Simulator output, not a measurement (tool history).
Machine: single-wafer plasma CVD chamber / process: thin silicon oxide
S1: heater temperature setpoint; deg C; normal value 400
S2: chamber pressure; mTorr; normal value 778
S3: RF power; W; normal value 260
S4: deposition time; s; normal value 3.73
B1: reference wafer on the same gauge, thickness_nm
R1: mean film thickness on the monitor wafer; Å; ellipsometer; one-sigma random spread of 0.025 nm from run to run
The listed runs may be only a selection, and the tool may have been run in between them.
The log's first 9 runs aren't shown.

run	hour	S1	S2	S3	S4	B1	R1
# hour 224.2: RF generator calibrated
10	285	405	778	260	3.73	5.199	61.97
11	320.2	396	860	260	3.94	5.192	72.56
12	344.6	392	778	260	3.73	5.207	62.85
13	368.1	400	681	260	3.73	5.189	54.61
14	393	400	629	260	4.36	5.207	58.18
15	406	387	778	260	3.17	5.215	54
# hour 416.5: capacitance manometer re-zeroed and calibrated
16	419.6	400	778	260	4.42	5.208	74.34
17	450.8	400	778	260	3.73	5.217	62.79
18	471.8	400	720	260	3.73	5.22	58.35
19	540.4	400	778	245	3.73	5.219	61.61
20	561.7	400	682	260	3.73	5.219	55
21	574.3	390	620	215	3.73	5.218	46.98

Estimate the outcome of run 22 from the log above:
22	599.4	400	778	260	3.73	?	?

{"run 22": {"B1": 5.228, "R1": 63.12}}
With no hidden state in the tool, this same run would have given R1 61.63 Å.
